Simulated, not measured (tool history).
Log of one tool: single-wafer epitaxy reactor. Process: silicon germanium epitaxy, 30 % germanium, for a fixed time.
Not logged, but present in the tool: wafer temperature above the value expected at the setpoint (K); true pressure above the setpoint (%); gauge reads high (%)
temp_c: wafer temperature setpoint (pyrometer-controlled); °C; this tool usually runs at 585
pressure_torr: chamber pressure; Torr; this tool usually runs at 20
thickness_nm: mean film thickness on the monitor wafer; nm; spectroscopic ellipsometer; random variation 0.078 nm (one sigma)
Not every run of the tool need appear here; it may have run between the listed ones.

run	hour	temp_c	pressure_torr	wafers since the last listed run	hours since the last pyrometer calibration	hours since the last manometer calibration	hours since the showerhead was replaced	hours since the gauge calibration	read-back reference wafer on the same gauge, thickness_nm	thickness_nm
1	0	578	20	0	1664.8	1905.7	7202.5	293.5	43.094	37.132
2	13.1	578	20	265	1677.9	1918.8	7215.6	306.6	43.111	37.067
3	103.9	578	20	1842	1768.7	2009.6	7306.4	397.4	43.094	37.118
4	122.1	593	23.5	369	1786.9	2027.8	7324.6	415.6	43.122	49.524
# hour 153.1: gauge calibrated
5	156.1	593	23.5	689	1820.9	2061.8	7358.6	3	43.141	49.505
6	243.3	593	23.5	1769	1908.1	2149	7445.8	90.2	43.12	49.335
7	269.8	585	20	537	1934.6	2175.5	7472.3	116.7	43.124	41.447
8	287.9	585	23.3	367	1952.7	2193.6	7490.4	134.8	43.076	43.067
9	308	585	23.3	407	1972.8	2213.7	7510.5	154.9	43.109	42.88
10	336.6	585	23.3	580	2001.4	2242.3	7539.1	183.5	43.09	42.943
# hour 359.4: pyrometer calibrated
# hour 367.1: capacitance manometer re-zeroed and calibrated
11	372.2	574	20	404	12.8	5.1	7574.7	219.1	43.103	37.045
# hour 389.7: showerhead replaced
12	400.6	574	20	413	41.2	33.5	10.9	247.5	43.117	37.022
13	425	591	22.8	495	65.6	57.9	35.3	271.9	43.094	50.709
14	451.3	580	15.9	533	91.9	84.2	61.6	298.2	43.104	38.579
15	487.2	570	15.2	728	127.8	120.1	97.5	334.1	43.098	32.076
16	519.7	585	24.4	659	160.3	152.6	130	366.6	43.086	46.66
17	552.4	572	15.5	663	193	185.3	162.7	399.3	43.115	33.403
18	576.1	585	20	480	216.7	209	186.4	423	43.112	44.231
# hour 581.5: gauge calibrated
19	612.1	594	20	730	252.7	245	222.4	30.6	43.136	51.216
20	627	585	20	302	267.6	259.9	237.3	45.5	43.092	44.091
21	660.6	599	20	681	301.2	293.5	270.9	79.1	43.059	55.477
22	680.5	580	15.9	403	321.1	313.4	290.8	99	43.093	38.336
23	709.4	579	17.5	586	350	342.3	319.7	127.9	43.108	38.379
24	735.6	585	20	531	376.2	368.5	345.9	154.1	43.08	43.88
25	750.3	581	18.1	298	390.9	383.2	360.6	168.8	43.116	40.132
26	837.2	592	20	1762	477.8	470.1	447.5	255.7	43.089	49.24

Some steps in thickness_nm, run to run, broken into two amounts with sign: the step expected even without the hidden condition (settings, incoming material, random variation), and the rest, left for the hidden condition together with whatever gauge scatter is not in both the measured and the hidden-condition-free result:
Run 3 -> 4: temp_c 578 -> 593, pressure_torr 20 -> 23.5. thickness_nm +12.406 nm: hidden state -0.874, all else +13.28.
Run 10 -> 11: temp_c 585 -> 574, pressure_torr 23.3 -> 20, pyrometer calibrated, capacitance manometer re-zeroed and calibrated. thickness_nm -5.898 nm: hidden state +3.355, all else -9.253.
Run 15 -> 16: temp_c 570 -> 585, pressure_torr 15.2 -> 24.4. thickness_nm +14.584 nm: hidden state -0.172, all else +14.756.
Run 21 -> 22: temp_c 599 -> 580, pressure_torr 20 -> 15.9. thickness_nm -17.141 nm: hidden state +0.205, all else -17.346.
